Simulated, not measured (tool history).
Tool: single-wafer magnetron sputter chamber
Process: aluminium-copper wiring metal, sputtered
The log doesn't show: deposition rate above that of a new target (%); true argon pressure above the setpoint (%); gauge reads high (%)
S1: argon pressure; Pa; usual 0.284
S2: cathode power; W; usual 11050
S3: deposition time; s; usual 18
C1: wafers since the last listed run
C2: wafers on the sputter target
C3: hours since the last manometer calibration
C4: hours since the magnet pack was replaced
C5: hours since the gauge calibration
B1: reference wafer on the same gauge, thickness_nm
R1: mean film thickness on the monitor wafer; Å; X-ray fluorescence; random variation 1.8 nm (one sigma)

run	day	S1	S2	S3	C1	C2	C3	C4	C5	B1	R1
1	0	0.257	11050	18	0	3573	984.3	10725.6	788.3	354.473	3969.5
# day 10.412: sputter target and shields replaced
2	13.379	0.257	11050	18	4397	999	1305.4	11046.7	1109.4	356.869	3967.09
3	16.85	0.284	11050	18	1169	2169	1388.7	11130	1192.7	357.162	3963.8
# day 20.612: capacitance manometer re-zeroed and calibrated
4	21.267	0.366	9000	18	1376	3545	15.7	11236	1298.7	357.068	3133.03
5	24.35	0.366	9000	18	1039	4585	89.7	11310	1372.7	357.683	3105.65
6	27.021	0.284	11050	18	900	5485	153.8	11374.1	1436.8	357.737	3953.52
7	28.546	0.284	11050	18	514	5999	190.4	11410.7	1473.4	357.715	3962.98
# day 31.538: sputter target and shields replaced
8	31.792	0.284	11050	18	981	85	268.3	11488.6	1551.3	358.094	3937.6
9	34.646	0.284	11050	18	962	1047	336.8	11557.1	1619.8	357.849	3928.92
10	38.367	0.284	11050	18	1254	2301	426.1	11646.4	1709.1	358.234	3954.06
11	41.592	0.284	11050	18	1087	3388	503.5	11723.8	1786.5	358.273	3924.73
12	45.446	0.375	11050	18	1299	4687	596	11816.3	1879	358.593	3794.77
13	47.308	0.341	9950	21.3	627	5315	640.7	11861	1923.7	358.961	4136.64
# day 48.258: sputter target and shields replaced
14	49.579	0.284	11050	18	653	445	695.2	11915.5	1978.2	359.189	3960.19
15	54.058	0.193	9350	15.7	1509	1954	802.7	12023	2085.7	359.154	3031.69
16	56.083	0.344	8850	21.3	682	2637	851.3	12071.6	2134.3	359.388	3686.97
17	59.217	0.386	11050	18	1056	3693	926.5	12146.8	2209.5	359.263	3801.61
# day 59.271: gauge calibrated
# day 64.325: sputter target and shields replaced
18	67.717	0.284	11050	20.4	2752	1143	1130.5	12350.8	202.7	349.01	4350.23
# day 68.258: magnet pack replaced
# day 73.588: capacitance manometer re-zeroed and calibrated
19	79.971	0.186	11050	18	3905	5049	153.2	281.1	496.8	352.614	4068.43
# day 84.192: sputter target and shields replaced
20	84.212	0.354	12700	20	1317	6	255	382.9	598.6	353.767	4884.27
21	86.083	0.368	12450	17.1	630	637	299.9	427.8	643.5	354.237	4077.42
22	88.075	0.202	11050	15	671	1308	347.7	475.6	691.3	354.853	3390.29
23	92.158	0.284	11050	18	1376	2685	445.7	573.6	789.3	355.559	3949.49

How the hidden state differs across the entries between the runs, from the last listed run before each to the first after it:
Between runs 1 and 2: sputter target and shields replaced (day 10.412)
  gauge reads high (%): 2.52 -> 3.06
  measured less the result without the state, R1: +97.63 -> +117.8 Å
Between runs 3 and 4: capacitance manometer re-zeroed and calibrated (day 20.612)
  gauge reads high (%): 3.17 -> 3.29
  measured less the result without the state, R1: +121.7 -> +99.75 Å
Between runs 7 and 8: sputter target and shields replaced (day 31.538)
  gauge reads high (%): 3.46 -> 3.52
  measured less the result without the state, R1: +132.36 -> +133.84 Å
Between runs 13 and 14: sputter target and shields replaced (day 48.258)
  gauge reads high (%): 3.75 -> 3.77
  measured less the result without the state, R1: +149.41 -> +143.96 Å
Between runs 17 and 18: gauge calibrated (day 59.271); sputter target and shields replaced (day 64.325)
  gauge reads high (%): 3.86 -> 0.923
  measured less the result without the state, R1: +141.36 -> +39.8 Å
Between runs 18 and 19: magnet pack replaced (day 68.258); capacitance manometer re-zeroed and calibrated (day 73.588)
  gauge reads high (%): 0.923 -> 1.98
  measured less the result without the state, R1: +39.8 -> +79.14 Å
Between runs 19 and 20: sputter target and shields replaced (day 84.192)
  gauge reads high (%): 1.98 -> 2.27
  measured less the result without the state, R1: +79.14 -> +108.28 Å
